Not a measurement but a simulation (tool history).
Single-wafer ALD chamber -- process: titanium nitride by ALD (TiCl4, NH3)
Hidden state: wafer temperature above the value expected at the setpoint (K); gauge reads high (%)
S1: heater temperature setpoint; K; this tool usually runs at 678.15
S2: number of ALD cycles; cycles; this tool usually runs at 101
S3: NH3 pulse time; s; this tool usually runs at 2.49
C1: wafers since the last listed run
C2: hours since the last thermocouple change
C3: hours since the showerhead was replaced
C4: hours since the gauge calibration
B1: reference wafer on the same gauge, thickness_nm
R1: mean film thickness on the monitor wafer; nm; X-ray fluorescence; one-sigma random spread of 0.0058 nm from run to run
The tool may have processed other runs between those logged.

run      day      S1   S2    S3   C1      C2      C3      C4     B1     R1
  1    0.000  678.15  101  2.49    0   477.2  6726.4  1903.7  1.841  2.285
  2    3.558  678.15  101  2.49  151   562.6  6811.8  1989.1  1.840  2.293
  3    7.117  678.15   91  2.49  151   648.0  6897.2  2074.5  1.840  2.061
  4   10.192  678.15   91  2.49  131   721.8  6971.0  2148.3  1.839  2.059
  5   13.638  678.15  101  2.49  147   804.5  7053.7  2231.0  1.839  2.284
  6   15.271  678.15  101  2.49   69   843.7  7092.9  2270.2  1.838  2.286
  7   18.346  678.15  101  2.49  131   917.5  7166.7  2344.0  1.837  2.287
  8   20.879  689.15  101  2.49  108   978.3  7227.5  2404.8  1.837  2.295
      21.742  -- gauge calibrated
  9   22.479  689.15  101  2.49   68  1016.7  7265.9    17.7  1.849  2.318
 10   24.379  673.15  101  2.49   81  1062.3  7311.5    63.3  1.848  2.289
 11   26.946  673.15  101  2.49  109  1123.9  7373.1   124.9  1.848  2.293
      28.217  -- thermocouple changed; heater temperature recalibrated
 12   30.625  678.15  101  2.49  142    57.8  7461.4   213.2  1.848  2.293
 13   34.129  678.15  101  2.49  149   141.9  7545.5   297.3  1.848  2.298
 14   46.717  678.15  101  2.49  537   444.0  7847.6   599.4  1.845  2.286
 15   50.875  678.15  101  2.49  177   543.8  7947.4   699.2  1.845  2.298
 16   54.158  678.15  119  1.90  140   622.6  8026.2   778.0  1.843  2.684
 17   56.750  678.15  101  2.49  110   684.8  8088.4   840.2  1.843  2.285
 18   61.246  684.15   91  2.49  191   792.7  8196.3   948.1  1.843  2.075
 19   63.029  686.15   96  3.47   76   835.5  8239.1   990.9  1.842  2.196
 20   64.812  678.15  101  2.49   76   878.3  8281.9  1033.7  1.841  2.294
 21   69.262  678.15  101  2.49  189   985.1  8388.7  1140.5  1.841  2.288
 22   70.946  686.15  120  2.89   71  1025.5  8429.1  1180.9  1.841  2.747
 23   73.167  673.15  118  1.74   94  1078.8  8482.4  1234.2  1.841  2.637
      77.042  -- thermocouple changed; heater temperature recalibrated
      77.288  -- showerhead replaced
 24   77.308  687.15  101  2.00  151     6.4     0.5  1333.6  1.840  2.286
 25   81.400  678.15   85  2.49  174   104.6    98.7  1431.8  1.840  1.934
 26   83.079  684.15  101  2.49   71   144.9   139.0  1472.1  1.839  2.286
 27   86.875  664.15  114  3.05  162   236.0   230.1  1563.2  1.839  2.587
 28   88.633  667.15  118  2.06   75   278.2   272.3  1605.4  1.839  2.631
 29   90.517  678.15  114  2.49   80   323.4   317.5  1650.6  1.837  2.577
 30   94.038  669.15  109  1.81  150   407.9   402.0  1735.1  1.837  2.430
 31   95.904  686.15  106  3.01   79   452.7   446.8  1779.9  1.836  2.415
 32   99.579  678.15   90  1.88  156   540.9   535.0  1868.1  1.835  2.019
 33  102.725  678.15  101  2.49  134   616.4   610.5  1943.6  1.835  2.289
 34  104.567  686.15   96  3.47   78   660.6   654.7  1987.8  1.836  2.204
 35  106.396  669.15  109  1.81   78   704.5   698.6  2031.7  1.835  2.432
 36  108.933  678.15  106  2.49  108   765.4   759.5  2092.6  1.836  2.390
 37  111.708  678.15  119  1.90  118   832.0   826.1  2159.2  1.835  2.673
 38  113.988  678.15  116  2.49   97   886.7   880.8  2213.9  1.834  2.623

Subtracting, for every run, the result it would have given without the tool's unlogged condition from the measured result gives the following. The same run-to-run variation enters both numbers; the gauge's scatter may not:
run      R1
  1  -0.011
  2  -0.012
  3  -0.011
  4  -0.012
  5  -0.014
  6  -0.014
  7  -0.015
  8  -0.016
  9  -0.001
 10  -0.002
 11  -0.003
 12  -0.004
 13  -0.004
 14  -0.007
 15  -0.007
 16  -0.010
 17  -0.008
 18  -0.008
 19  -0.009
 20  -0.010
 21  -0.011
 22  -0.014
 23  -0.014
 24  -0.012
 25  -0.012
 26  -0.014
 27  -0.016
 28  -0.017
 29  -0.017
 30  -0.017
 31  -0.018
 32  -0.015
 33  -0.018
 34  -0.018
 35  -0.020
 36  -0.020
 37  -0.023
 38  -0.023

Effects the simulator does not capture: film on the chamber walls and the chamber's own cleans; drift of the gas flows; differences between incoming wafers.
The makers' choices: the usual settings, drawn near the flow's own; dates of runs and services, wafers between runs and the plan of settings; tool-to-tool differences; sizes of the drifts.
